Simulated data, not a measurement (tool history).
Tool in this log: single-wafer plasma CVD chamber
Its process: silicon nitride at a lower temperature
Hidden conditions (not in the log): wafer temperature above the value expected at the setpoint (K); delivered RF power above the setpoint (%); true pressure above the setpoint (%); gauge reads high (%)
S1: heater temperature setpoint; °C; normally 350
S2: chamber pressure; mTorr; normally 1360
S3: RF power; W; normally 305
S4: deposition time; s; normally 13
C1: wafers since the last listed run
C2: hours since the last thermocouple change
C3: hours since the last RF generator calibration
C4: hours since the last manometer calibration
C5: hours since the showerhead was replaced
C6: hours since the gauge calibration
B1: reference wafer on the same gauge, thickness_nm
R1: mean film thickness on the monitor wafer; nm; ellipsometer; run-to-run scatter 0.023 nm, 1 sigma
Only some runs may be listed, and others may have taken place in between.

run	hour	S1	S2	S3	S4	C1	C2	C3	C4	C5	C6	B1	R1
1	0	350	1360	305	13	0	3083.4	2657.9	1504.9	3414.3	31.9	18.105	15.403
2	16.8	350	1360	305	13	366	3100.2	2674.7	1521.7	3431.1	48.7	18.097	15.391
3	23	350	1360	305	13	135	3106.4	2680.9	1527.9	3437.3	54.9	18.103	15.381
4	29.4	350	1360	305	13	139	3112.8	2687.3	1534.3	3443.7	61.3	18.1	15.39
5	45.2	350	1360	305	13	344	3128.6	2703.1	1550.1	3459.5	77.1	18.1	15.388
6	56.9	350	1360	305	13	254	3140.3	2714.8	1561.8	3471.2	88.8	18.104	15.391
7	67	350	1440	305	13	220	3150.4	2724.9	1571.9	3481.3	98.9	18.1	15.655
# hour 78.8: thermocouple changed; heater temperature recalibrated
# hour 80.2: showerhead replaced
8	80.7	350	1360	305	13	92	1.9	2738.6	1585.6	0.5	112.6	18.106	15.378
9	85.3	350	1360	305	13	100	6.5	2743.2	1590.2	5.1	117.2	18.099	15.335
# hour 94.1: RF generator calibrated
10	97	350	1360	305	14.7	80	18.2	2.9	1601.9	16.8	128.9	18.102	17.362
11	110.4	350	1360	305	15.2	292	31.6	16.3	1615.3	30.2	142.3	18.102	17.96
12	121.6	343	1230	305	14.9	244	42.8	27.5	1626.5	41.4	153.5	18.105	17.077
# hour 129.2: gauge calibrated
# hour 137: capacitance manometer re-zeroed and calibrated
13	137.5	337	1250	305	11.5	172	58.7	43.4	0.5	57.3	8.3	18.097	13.275

What will run 14 give?
14	157.9	350	1360	305	13	444	79.1	63.8	20.9	77.7	28.7	?	?

Logged for run 14: B1 18.095, R1 15.442 nm.
Were there no unlogged condition in the tool, this run, its random variation unchanged, would have produced R1 15.442 nm.
